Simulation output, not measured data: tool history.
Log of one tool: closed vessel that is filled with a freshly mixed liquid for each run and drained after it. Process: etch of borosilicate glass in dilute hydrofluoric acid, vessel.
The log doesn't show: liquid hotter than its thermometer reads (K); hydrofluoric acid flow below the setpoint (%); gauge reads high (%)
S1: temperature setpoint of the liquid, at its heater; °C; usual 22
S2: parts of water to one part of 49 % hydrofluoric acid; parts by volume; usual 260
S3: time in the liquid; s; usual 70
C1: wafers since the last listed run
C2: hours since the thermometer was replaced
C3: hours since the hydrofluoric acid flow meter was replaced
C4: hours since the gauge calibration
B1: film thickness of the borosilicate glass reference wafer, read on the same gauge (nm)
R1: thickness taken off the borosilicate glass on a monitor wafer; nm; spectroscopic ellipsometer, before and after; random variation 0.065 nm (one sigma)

run	hour	S1	S2	S3	C1	C2	C3	C4	B1	R1
1	0	22	260	70	0	776.5	380.9	1176.2	56.38	8.11
2	62.9	22	260	70	4260	839.4	443.8	1239.1	56.29	8.29
3	119.8	22	260	70	3853	896.3	500.7	1296	56.23	8.09
4	195.6	22	260	70	5133	972.1	576.5	1371.8	56.15	8.17
5	250.8	22	260	70	3738	1027.3	631.7	1427	56.13	8.23
6	337.5	22	260	70	5871	1114	718.4	1513.7	56.05	8.2
7	496.9	22	260	70	10795	1273.4	877.8	1673.1	55.97	8.06
8	578.6	22	195	70	5533	1355.1	959.5	1754.8	55.89	11.57
9	653.2	22	160	45	5052	1429.7	1034.1	1829.4	55.88	9.26
10	732.5	22	160	45	5370	1509	1113.4	1908.7	55.83	9.3
11	808.4	22	160	45	5140	1584.9	1189.3	1984.6	55.8	9.54
12	872.2	22	260	70	4320	1648.7	1253.1	2048.4	55.81	8.17
13	909.8	22	260	70	2546	1686.3	1290.7	2086	55.79	8.1
14	1006.8	22	260	70	6569	1783.3	1387.7	2183	55.77	8.14

The next listed run, before its measurement:
# hour 1047.1: gauge calibrated
15	1057.3	22	160	70	3420	1833.8	1438.2	10.2	?	?

Run 15 gave B1 59.23, R1 15.5 nm.
Without the tool's hidden state the same run would have given R1 15.71 nm.
